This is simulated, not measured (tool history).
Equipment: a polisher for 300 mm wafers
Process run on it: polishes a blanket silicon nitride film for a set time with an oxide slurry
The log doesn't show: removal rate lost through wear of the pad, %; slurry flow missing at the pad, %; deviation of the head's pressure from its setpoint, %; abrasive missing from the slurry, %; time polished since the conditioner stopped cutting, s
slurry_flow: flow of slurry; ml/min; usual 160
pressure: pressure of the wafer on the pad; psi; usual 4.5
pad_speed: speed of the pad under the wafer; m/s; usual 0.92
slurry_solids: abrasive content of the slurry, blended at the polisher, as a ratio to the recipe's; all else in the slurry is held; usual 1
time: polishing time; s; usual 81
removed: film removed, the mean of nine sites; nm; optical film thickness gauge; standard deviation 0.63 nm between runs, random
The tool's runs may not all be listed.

run,hour,slurry_flow,pressure,pad_speed,slurry_solids,time,wafers since the last listed run,wafers polished on this pad,hours since the slurry nozzle was cleaned,hours since the head pressure was calibrated,hours since the slurry blender was calibrated,hours since the conditioning disc was replaced,"incoming thickness of the incoming film, nm",removed
1,0,160,4.5,0.92,1,73,0,1059,364,1228.5,203.7,79.4,337.6,43.6
# hour 27.1: worn pad replaced by a new one
2,27.6,160,4.5,0.92,1,73,288,6,391.6,1256.1,231.3,107,342.4,44.5
# hour 36.5: conditioning disc replaced and pad reconditioned
3,37.9,160,4.5,0.92,1,81,101,108,401.9,1266.4,241.6,1.4,341,49.9
4,64.7,160,4.5,0.92,1,81,328,436,428.7,1293.2,268.4,28.2,336.8,48.9
5,89,160,4.5,0.92,1,81,297,733,453,1317.5,292.7,52.5,339.5,48.8
6,103.5,160,4.5,0.92,1,81,177,911,467.5,1332,307.2,67,344.4,48.8
7,122.5,160,4.5,0.92,1,81,232,1143,486.5,1351,326.2,86,339.2,48.3
# hour 135.7: conditioning disc replaced and pad reconditioned
# hour 152.5: worn pad replaced by a new one
# hour 157.3: slurry nozzle cleaned
8,157.8,160,4.5,0.92,1,81,346,53,0.5,1386.3,361.5,22.1,337.8,47.1
9,180.6,140,4.5,0.92,1,81,279,332,23.3,1409.1,384.3,44.9,345.8,44.8
10,214.1,160,4.5,0.92,0.8,81,410,742,56.8,1442.6,417.8,78.4,338.8,42.2
11,228.4,160,3,0.92,1,54,175,917,71.1,1456.9,432.1,92.7,334.3,19.8
# hour 237.3: conditioning disc replaced and pad reconditioned
# hour 237.7: slurry nozzle cleaned, repeated, since the last time left the tool worse
# hour 246.9: worn pad replaced by a new one
12,255.6,160,4.5,0.92,1.15,67,254,106,17.9,1484.1,459.3,18.3,346.4,44.7
13,283.1,160,5.2,1,0.8,55,336,442,45.4,1511.6,486.8,45.8,336.6,40.2
# hour 296.7: slurry blender recalibrated
# hour 300.6: head pressure recalibrated
14,310.9,110,5,0.92,0.8,61,291,734,73.2,10.3,14.2,73.6,335,37.4
# hour 331.9: conditioning disc replaced and pad reconditioned
15,332.2,160,4.5,0.92,1,81,236,970,94.5,31.6,35.5,0.3,343.1,51
# hour 344.6: worn pad replaced by a new one
16,350,215,4.5,0.92,1,81,168,66,112.3,49.4,53.3,18.1,336.2,52.3
17,383.9,200,4.5,0.72,1,81,415,481,146.2,83.3,87.2,52,338.9,42.7
18,407.7,160,3,0.92,1,54,291,772,170,107.1,111,75.8,342.3,22.2
# hour 421.9: conditioning disc replaced and pad reconditioned
19,443.4,160,4.5,0.92,1.2,72,412,1185,205.7,142.8,146.7,21.5,342.6,47.8

Branching from run 19: 5 alternative next runs. What would each branch give?
A,443.8,160,4.5,1.08,1,81,4,1190,206.1,143.2,147.1,21.9,341.3,?
B,443.8,160,5.2,0.92,1,81,4,1190,206.1,143.2,147.1,21.9,341.3,?
C,443.8,125,4.5,1.16,1,81,4,1190,206.1,143.2,147.1,21.9,341.3,?
D,443.8,210,4.5,0.92,1.15,81,4,1190,206.1,143.2,147.1,21.9,341.3,?
E,443.8,160,4.5,0.92,1.1,96,4,1190,206.1,143.2,147.1,21.9,341.3,?

run,removed
A,57.2
B,58.1
C,58
D,54.6
E,61.3
What these runs would have given with no unlogged condition in the tool:
run,removed
A,59.1
B,60.1
C,60.3
D,56.1
E,63.4

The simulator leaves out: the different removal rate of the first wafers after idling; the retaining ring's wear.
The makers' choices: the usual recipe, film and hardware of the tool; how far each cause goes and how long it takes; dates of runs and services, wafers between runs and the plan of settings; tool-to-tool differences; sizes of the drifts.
